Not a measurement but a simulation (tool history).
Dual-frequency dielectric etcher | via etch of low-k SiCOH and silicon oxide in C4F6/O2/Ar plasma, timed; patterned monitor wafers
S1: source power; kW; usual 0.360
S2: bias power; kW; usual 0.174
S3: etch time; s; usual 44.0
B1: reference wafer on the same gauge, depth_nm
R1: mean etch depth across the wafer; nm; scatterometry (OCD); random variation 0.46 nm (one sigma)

run 1 hour=0.0 | S1=0.360 S2=0.174 S3=44.0 | B1=110.8 | R1=102.1
run 2 hour=59.2 | S1=0.360 S2=0.174 S3=44.0 | B1=111.0 | R1=101.5
run 3 hour=107.8 | S1=0.360 S2=0.174 S3=44.0 | B1=110.8 | R1=101.9
run 4 hour=189.8 | S1=0.360 S2=0.197 S3=44.0 | B1=110.9 | R1=105.2
run 5 hour=283.6 | S1=0.360 S2=0.174 S3=44.0 | B1=111.0 | R1=101.5
-- hour=351.4 wet clean of the chamber
run 6 hour=545.3 | S1=0.360 S2=0.174 S3=44.0 | B1=111.0 | R1=101.2
run 7 hour=586.7 | S1=0.360 S2=0.174 S3=44.0 | B1=111.0 | R1=102.0
run 8 hour=640.2 | S1=0.320 S2=0.174 S3=44.0 | B1=111.1 | R1=94.9
-- hour=687.8 source power generator calibrated
run 9 hour=695.9 | S1=0.320 S2=0.174 S3=44.0 | B1=110.9 | R1=94.6
run 10 hour=796.2 | S1=0.320 S2=0.174 S3=44.0 | B1=111.1 | R1=95.2
-- hour=823.1 wet clean of the chamber
run 11 hour=866.0 | S1=0.360 S2=0.174 S3=44.0 | B1=111.0 | R1=101.6
run 12 hour=937.8 | S1=0.360 S2=0.174 S3=44.0 | B1=111.1 | R1=100.3
run 13 hour=984.7 | S1=0.360 S2=0.174 S3=44.0 | B1=111.0 | R1=101.2
-- hour=1028.8 upper electrode replaced
run 14 hour=1051.4 | S1=0.360 S2=0.162 S3=44.0 | B1=111.0 | R1=96.9
run 15 hour=1134.0 | S1=0.360 S2=0.174 S3=44.0 | B1=110.9 | R1=100.3
run 16 hour=1198.9 | S1=0.420 S2=0.134 S3=32.5 | B1=110.8 | R1=72.5
-- hour=1303.5 bias power generator calibrated
run 17 hour=1322.5 | S1=0.360 S2=0.174 S3=44.0 | B1=111.0 | R1=101.8
run 18 hour=1399.2 | S1=0.270 S2=0.190 S3=44.0 | B1=111.1 | R1=91.7
-- hour=1439.6 wet clean of the chamber
run 19 hour=1498.6 | S1=0.380 S2=0.147 S3=51.0 | B1=110.9 | R1=114.3
-- hour=1517.6 gauge calibrated
run 20 hour=1578.9 | S1=0.340 S2=0.154 S3=55.0 | B1=111.0 | R1=117.9
run 21 hour=1621.0 | S1=0.330 S2=0.174 S3=33.5 | B1=110.9 | R1=74.9
run 22 hour=1705.0 | S1=0.360 S2=0.174 S3=44.0 | B1=111.2 | R1=101.5
run 23 hour=1801.4 | S1=0.410 S2=0.204 S3=33.0 | B1=110.9 | R1=85.7
run 24 hour=1871.9 | S1=0.410 S2=0.174 S3=44.0 | B1=111.1 | R1=107.5
-- hour=1978.2 wet clean of the chamber
run 25 hour=1978.7 | S1=0.360 S2=0.174 S3=44.0 | B1=111.0 | R1=101.7

Forecast each of these 3 alternatives for the next run:
run A hour=1979.1 | S1=0.360 S2=0.207 S3=44.0 | B1=? | R1=?
run B hour=1979.1 | S1=0.320 S2=0.174 S3=38.5 | B1=? | R1=?
run C hour=1979.1 | S1=0.360 S2=0.174 S3=36.5 | B1=? | R1=?

run=A B1=110.9 R1=108.0
run=B B1=110.9 R1=83.9
run=C B1=110.9 R1=84.2
Without the tool's hidden state the same runs would have given:
run=A R1=108.8
run=B R1=84.5
run=C R1=84.8
